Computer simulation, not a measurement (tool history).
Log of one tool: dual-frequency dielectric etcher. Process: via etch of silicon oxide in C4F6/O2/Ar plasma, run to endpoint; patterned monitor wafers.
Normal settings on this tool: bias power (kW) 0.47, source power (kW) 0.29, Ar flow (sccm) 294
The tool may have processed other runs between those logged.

run     day  bias power (kW)  source power (kW)  Ar flow (sccm)  wafers since the last listed run  hours since the last wet clean  hours since the last bias power generator calibration  hours since the last source power generator calibration  hours since the last Ar flow controller change  hours since the last upper electrode change  incoming incoming film thickness, nm  endpoint time (s)
  1       0            0.428               0.29             277                                 0                           558.1                                                 2542.1                                                   1722.2                                            3094                                       2856.7                                  98.4               23.7
      1.892  -- bias power generator calibrated
      2.496  -- upper electrode replaced
        2.9  -- wet clean of the chamber
      3.167  -- Ar flow controller replaced
  2   3.188             0.47               0.29             294                               361                             6.9                                                   31.1                                                   1798.7                                             0.5                                         16.6                                  98.3               23.5
  3     3.2             0.47               0.29             294                                 2                             7.2                                                   31.4                                                     1799                                             0.8                                         16.9                                  99.6               23.7
  4   3.217             0.47               0.29             294                                 3                             7.6                                                   31.8                                                   1799.4                                             1.2                                         17.3                                   100               23.8
  5   3.512             0.47               0.29             294                                60                            14.7                                                   38.9                                                   1806.5                                             8.3                                         24.4                                  98.6               23.4
  6   3.933             0.47               0.29             294                                86                            24.8                                                     49                                                   1816.6                                            18.4                                         34.5                                  98.2               23.4
  7   4.675             0.47               0.29             294                               152                            42.6                                                   66.8                                                   1834.4                                            36.2                                         52.3                                  98.6               23.5
  8   5.258             0.47               0.29             294                               119                            56.6                                                   80.8                                                   1848.4                                            50.2                                         66.3                                  98.8               23.4
  9   5.933            0.572               0.35             294                               138                            72.8                                                     97                                                   1864.6                                            66.4                                         82.5                                  98.8               20.2
 10   6.404            0.568               0.29             320                                96                            84.1                                                  108.3                                                   1875.9                                            77.7                                         93.8                                  98.8               21.8
 11   6.683            0.371               0.25             250                                57                            90.8                                                    115                                                   1882.6                                            84.4                                        100.5                                  99.3               27.2
 12   7.012            0.513               0.24             254                                67                            98.7                                                  122.9                                                   1890.5                                            92.3                                        108.4                                  99.4               24.1
 13   7.312             0.47               0.35             294                                61                           105.9                                                  130.1                                                   1897.7                                            99.5                                        115.6                                  99.2               21.9
 14   7.925             0.47               0.35             225                               125                           120.6                                                  144.8                                                   1912.4                                           114.2                                        130.3                                  98.6               21.5
 15   9.421            0.545               0.22             339                               307                           156.5                                                  180.7                                                   1948.3                                           150.1                                        166.2                                  98.9               24.5
 16  10.004             0.37               0.27             294                               119                           170.5                                                  194.7                                                   1962.3                                           164.1                                        180.2                                  98.2               26.4
 17  10.375            0.439               0.29             257                                76                           179.4                                                  203.6                                                   1971.2                                             173                                        189.1                                  99.3                 24
 18  10.821            0.567               0.29             237                                91                           190.1                                                  214.3                                                   1981.9                                           183.7                                        199.8                                  99.5               21.3
       12.9  -- source power generator calibrated
 19  12.921             0.47               0.29             270                               397                           240.5                                                  264.7                                                      0.5                                           234.1                                        250.2                                  99.2               23.3
 20  13.271            0.546               0.23             363                                71                           248.9                                                  273.1                                                      8.9                                           242.5                                        258.6                                 100.5               24.4
 21  13.762             0.47               0.29             294                               101                           260.7                                                  284.9                                                     20.7                                           254.3                                        270.4                                  99.3               23.5
 22  14.242            0.522               0.29             294                                98                           272.2                                                  296.4                                                     32.2                                           265.8                                        281.9                                 100.1               22.6
 23  14.779             0.47               0.29             294                               110                           285.1                                                  309.3                                                     45.1                                           278.7                                        294.8                                    99               23.3
 24  15.321             0.47               0.29             294                               111                           298.1                                                  322.3                                                     58.1                                           291.7                                        307.8                                  98.9               23.2
 25  15.888             0.47               0.27             294                               116                           311.7                                                  335.9                                                     71.7                                           305.3                                        321.4                                  99.5                 24
 26  16.633            0.385               0.27             354                               153                           329.6                                                  353.8                                                     89.6                                           323.2                                        339.3                                   101               26.8
 27  17.046            0.439               0.35             294                                84                           339.5                                                  363.7                                                     99.5                                           333.1                                        349.2                                  99.8               22.5
 28  18.658             0.47               0.34             294                               331                           378.2                                                  402.4                                                    138.2                                           371.8                                        387.9                                  98.4               21.7
 29  19.233             0.47               0.29             294                               118                             392                                                  416.2                                                      152                                           385.6                                        401.7                                  99.3               23.3

Forecast each of these 4 alternatives for the next run:
  A  19.25             0.47               0.29             294                                 3                           392.4                                                  416.6                                                    152.4                                             386                                        402.1                                  99.3                  ?
  B  19.25            0.375               0.26             294                                 3                           392.4                                                  416.6                                                    152.4                                             386                                        402.1                                  99.3                  ?
  C  19.25             0.47               0.26             294                                 3                           392.4                                                  416.6                                                    152.4                                             386                                        402.1                                  99.3                  ?
  D  19.25            0.507               0.32             294                                 3                           392.4                                                  416.6                                                    152.4                                             386                                        402.1                                  99.3                  ?

run  endpoint time (s)
  A               23.4
  B               26.8
  C               24.3
  D               21.9
Without the tool's unlogged condition, the same runs would have read:
run  endpoint time (s)
  A               23.8
  B               27.2
  C               24.7
  D               22.2
